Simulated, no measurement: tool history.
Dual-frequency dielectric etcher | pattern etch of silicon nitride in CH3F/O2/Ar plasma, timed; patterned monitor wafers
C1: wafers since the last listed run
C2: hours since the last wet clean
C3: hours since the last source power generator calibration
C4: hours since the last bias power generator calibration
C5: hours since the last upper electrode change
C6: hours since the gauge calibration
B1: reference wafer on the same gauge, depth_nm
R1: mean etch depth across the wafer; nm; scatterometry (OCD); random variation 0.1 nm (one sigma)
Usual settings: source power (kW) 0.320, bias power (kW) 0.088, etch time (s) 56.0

Run 1, day 0.000: usual settings; C1 0; C2 361.7; C3 1380.3; C4 2358.6; C5 4561.6; C6 192.5; B1 34.40. Result: R1 40.11 nm.
Run 2, day 0.642: usual settings; C1 274; C2 377.1; C3 1395.7; C4 2374.0; C5 4577.0; C6 207.9; B1 34.43. Result: R1 40.10 nm.
Run 3, day 1.146: usual settings; C1 216; C2 389.2; C3 1407.8; C4 2386.1; C5 4589.1; C6 220.0; B1 34.44. Result: R1 40.16 nm.
Run 4, day 1.804: usual settings; C1 282; C2 405.0; C3 1423.6; C4 2401.9; C5 4604.9; C6 235.8; B1 34.41. Result: R1 40.24 nm.
Run 5, day 2.254: usual settings but source power (kW) 0.380, etch time (s) 60.5; C1 192; C2 415.8; C3 1434.4; C4 2412.7; C5 4615.7; C6 246.6; B1 34.39. Result: R1 45.83 nm.
At day 3.604: gauge calibrated.
At day 3.779: wet clean of the chamber.
At day 4.542: upper electrode replaced.
Run 6, day 4.562: usual settings but source power (kW) 0.380, etch time (s) 60.5; C1 235; C2 18.8; C3 1489.8; C4 2468.1; C5 0.5; C6 23.0; B1 34.36. Result: R1 44.53 nm.
Run 7, day 4.575: usual settings but source power (kW) 0.380, etch time (s) 60.5; C1 5; C2 19.1; C3 1490.1; C4 2468.4; C5 0.8; C6 23.3; B1 34.41. Result: R1 44.72 nm.
Run 8, day 4.588: usual settings but bias power (kW) 0.099; C1 5; C2 19.4; C3 1490.4; C4 2468.7; C5 1.1; C6 23.6; B1 34.38. Result: R1 40.46 nm.
Run 9, day 4.604: usual settings but bias power (kW) 0.099; C1 7; C2 19.8; C3 1490.8; C4 2469.1; C5 1.5; C6 24.0; B1 34.40. Result: R1 40.53 nm.
Run 10, day 4.617: usual settings but bias power (kW) 0.099; C1 5; C2 20.1; C3 1491.1; C4 2469.4; C5 1.8; C6 24.3; B1 34.43. Result: R1 40.48 nm.
At day 6.050: source power generator calibrated.
Run 11, day 6.454: usual settings but source power (kW) 0.280, bias power (kW) 0.077, etch time (s) 50.5; C1 716; C2 64.2; C3 9.7; C4 2513.5; C5 45.9; C6 68.4; B1 34.37. Result: R1 33.00 nm.
Run 12, day 7.021: usual settings but bias power (kW) 0.099; C1 242; C2 77.8; C3 23.3; C4 2527.1; C5 59.5; C6 82.0; B1 34.41. Result: R1 40.68 nm.
Run 13, day 7.538: usual settings but source power (kW) 0.250, bias power (kW) 0.066, etch time (s) 49.5; C1 221; C2 90.2; C3 35.7; C4 2539.5; C5 71.9; C6 94.4; B1 34.39. Result: R1 30.04 nm.
Run 14, day 7.954: usual settings; C1 178; C2 100.2; C3 45.7; C4 2549.5; C5 81.9; C6 104.4; B1 34.40. Result: R1 39.52 nm.
Run 15, day 8.325: usual settings but source power (kW) 0.390; C1 158; C2 109.1; C3 54.6; C4 2558.4; C5 90.8; C6 113.3; B1 34.36. Result: R1 41.72 nm.
Run 16, day 8.729: usual settings; C1 173; C2 118.8; C3 64.3; C4 2568.1; C5 100.5; C6 123.0; B1 34.41. Result: R1 39.63 nm.
At day 8.975: bias power generator calibrated.
Run 17, day 9.267: usual settings but source power (kW) 0.290, bias power (kW) 0.067, etch time (s) 46.5; C1 158; C2 131.7; C3 77.2; C4 7.0; C5 113.4; C6 135.9; B1 34.40. Result: R1 29.71 nm.
Run 18, day 9.558: usual settings but etch time (s) 67.0; C1 124; C2 138.7; C3 84.2; C4 14.0; C5 120.4; C6 142.9; B1 34.42. Result: R1 47.36 nm.
Run 19, day 10.108: usual settings but etch time (s) 70.0; C1 235; C2 151.9; C3 97.4; C4 27.2; C5 133.6; C6 156.1; B1 34.35. Result: R1 49.57 nm.
Run 20, day 10.679: usual settings but source power (kW) 0.280, bias power (kW) 0.101, etch time (s) 39.5; C1 244; C2 165.6; C3 111.1; C4 40.9; C5 147.3; C6 169.8; B1 34.39. Result: R1 27.98 nm.
Run 21, day 11.312: usual settings but etch time (s) 66.5; C1 271; C2 180.8; C3 126.3; C4 56.1; C5 162.5; C6 185.0; B1 34.39. Result: R1 46.76 nm.

Measured less the same run without the tool's hidden state. The same run-to-run variation is in both; the gauge's scatter may not be:
The hidden state here: etch rate over this chamber's usual, %; source power that arrives over what is set, %; bias power that arrives over what is set, %; gauge reads high (%).
run     R1
  1  +0.97
  2  +1.01
  3  +1.04
  4  +1.08
  5  +1.26
  6  +0.02
  7  +0.02
  8  +0.01
  9  +0.02
 10  +0.02
 11  +0.10
 12  +0.17
 13  +0.15
 14  +0.22
 15  +0.25
 16  +0.27
 17  +0.23
 18  +0.37
 19  +0.43
 20  +0.27
 21  +0.50
